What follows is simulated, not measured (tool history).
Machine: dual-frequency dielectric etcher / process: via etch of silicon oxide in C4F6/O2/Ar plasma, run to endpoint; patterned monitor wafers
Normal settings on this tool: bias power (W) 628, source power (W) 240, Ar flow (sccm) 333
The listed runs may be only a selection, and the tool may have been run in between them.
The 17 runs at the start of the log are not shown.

run    hour  bias power (W)  source power (W)  Ar flow (sccm)  incoming incoming film thickness, nm  endpoint time (s)
 18  1240.1             781               210             368                                 167.4               43.3
 19  1280.8             628               240             333                                 166.4               45.3
 20  1331.8             628               240             333                                   165               46.2
     1410.6  -- source power generator calibrated
 21  1432.3             628               240             333                                 167.8               47.2
     1444.2  -- bias power generator calibrated
 22  1505.1             555               270             254                                 168.6               45.3
     1512.8  -- Ar flow controller replaced
 23    1581             781               210             368                                 166.4               42.1
     1632.5  -- wet clean of the chamber
 24  1679.5             519               190             333                                 165.9               55.3
 25  1773.7             490               260             304                                 164.6                 50
 26    1826             677               240             333                                 166.8                 43
 27  1904.5             628               260             333                                 166.5               43.7
 28  2011.6             577               290             386                                 166.5               45.2
 29  2088.9             482               240             359                                 166.5               54.4
 30  2175.3             493               300             268                                 166.3               47.1

3 ways to go on from here, each from the tool as it stands after run 30. What would each give?
  A  2175.7             628               240             333                                   167                  ?
  B  2175.7             556               270             354                                   167                  ?
  C  2175.7             480               200             280                                   167                  ?

run  endpoint time (s)
  A               45.4
  B               46.9
  C               58.1
Without the tool's hidden state the same runs would have given:
run  endpoint time (s)
  A                 45
  B               46.5
  C               57.6
